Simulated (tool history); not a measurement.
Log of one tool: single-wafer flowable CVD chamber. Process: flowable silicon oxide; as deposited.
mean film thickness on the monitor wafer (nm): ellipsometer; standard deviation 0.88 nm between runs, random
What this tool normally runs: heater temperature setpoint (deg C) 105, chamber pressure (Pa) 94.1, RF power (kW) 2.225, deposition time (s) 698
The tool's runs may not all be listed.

run,day,heater temperature setpoint (deg C),chamber pressure (Pa),RF power (kW),deposition time (s),wafers since the last listed run,hours since the last thermocouple change,hours since the last RF generator calibration,hours since the last manometer calibration,hours since the showerhead was replaced,hours since the gauge calibration,"read-back reference wafer on the same gauge, thickness_nm",mean film thickness on the monitor wafer (nm)
1,0.000,105,94.1,2.050,698,0,1885.0,1349.8,2248.6,4550.7,170.7,266.003,317.435
2,0.846,105,94.1,2.050,698,74,1905.3,1370.1,2268.9,4571.0,191.0,265.905,315.779
3,2.246,105,94.1,2.225,698,122,1938.9,1403.7,2302.5,4604.6,224.6,265.797,320.299
4,3.229,105,94.1,2.225,698,86,1962.5,1427.3,2326.1,4628.2,248.2,266.252,321.078
5,4.096,105,94.1,2.225,698,75,1983.3,1448.1,2346.9,4649.0,269.0,266.037,319.992
# day 4.583: showerhead replaced
6,4.867,105,94.1,2.225,698,38,2001.8,1466.6,2365.4,6.8,287.5,265.766,319.996
7,5.767,105,94.1,2.225,698,78,2023.4,1488.2,2387.0,28.4,309.1,266.305,319.966
# day 6.396: capacitance manometer re-zeroed and calibrated
8,9.033,105,94.1,2.225,698,256,2101.8,1566.6,63.3,106.8,387.5,266.075,322.603
9,9.729,105,94.1,2.225,593,60,2118.5,1583.3,80.0,123.5,404.2,266.345,271.934
10,10.812,105,94.1,2.225,698,94,2144.5,1609.3,106.0,149.5,430.2,266.038,321.304
11,11.733,105,94.1,2.225,698,80,2166.6,1631.4,128.1,171.6,452.3,265.771,321.001
12,12.304,105,94.1,2.045,698,49,2180.3,1645.1,141.8,185.3,466.0,266.130,317.355
13,13.092,105,73.7,2.225,598,68,2199.2,1664.0,160.7,204.2,484.9,266.264,216.198
14,13.654,105,94.1,2.225,698,49,2212.7,1677.5,174.2,217.7,498.4,265.915,320.249
15,14.625,105,94.1,1.905,698,84,2236.0,1700.8,197.5,241.0,521.7,265.922,313.618
# day 15.550: gauge calibrated
16,15.600,105,113.3,1.930,698,85,2259.4,1724.2,220.9,264.4,1.2,266.167,376.888
17,16.246,115,77.6,2.580,698,56,2274.9,1739.7,236.4,279.9,16.7,266.048,203.291
18,17.733,105,94.1,2.225,698,130,2310.6,1775.4,272.1,315.6,52.4,266.008,320.890
# day 18.217: RF generator calibrated
19,18.621,105,94.1,2.225,698,48,2331.9,9.7,293.4,336.9,73.7,265.835,320.546
20,20.050,109,94.1,2.605,698,125,2366.2,44.0,327.7,371.2,108.0,265.974,291.831
# day 21.908: thermocouple changed; heater temperature recalibrated
21,24.162,91,94.1,1.900,698,330,54.1,142.7,426.4,469.9,206.7,266.104,474.348
22,24.871,105,94.1,2.050,698,61,71.1,159.7,443.4,486.9,223.7,265.919,317.425
23,25.538,91,102.7,2.225,698,58,87.1,175.7,459.4,502.9,239.7,266.133,524.719
24,26.792,105,94.1,2.225,698,109,117.2,205.8,489.5,533.0,269.8,265.876,319.913
25,27.938,105,94.1,2.225,698,100,144.7,233.3,517.0,560.5,297.3,265.976,320.615
26,29.425,101,117.3,2.225,698,130,180.4,269.0,552.7,596.2,333.0,265.825,449.164
27,30.167,118,94.1,2.640,698,64,198.2,286.8,570.5,614.0,350.8,266.220,228.221

Describe how what the log doesn't record of the tool's condition differs between the last listed run preceding each entry between runs and the first listed run following it.
Run 5 -> run 6: showerhead replaced (day 4.583)
  the hidden state is the same at both runs
Run 7 -> run 8: capacitance manometer re-zeroed and calibrated (day 6.396)
  the hidden state is the same at both runs
Run 15 -> run 16: gauge calibrated (day 15.550)
  the hidden state is the same at both runs
Run 18 -> run 19: RF generator calibrated (day 18.217)
  the hidden state is the same at both runs
Run 20 -> run 21: thermocouple changed; heater temperature recalibrated (day 21.908)
  the hidden state is the same at both runs

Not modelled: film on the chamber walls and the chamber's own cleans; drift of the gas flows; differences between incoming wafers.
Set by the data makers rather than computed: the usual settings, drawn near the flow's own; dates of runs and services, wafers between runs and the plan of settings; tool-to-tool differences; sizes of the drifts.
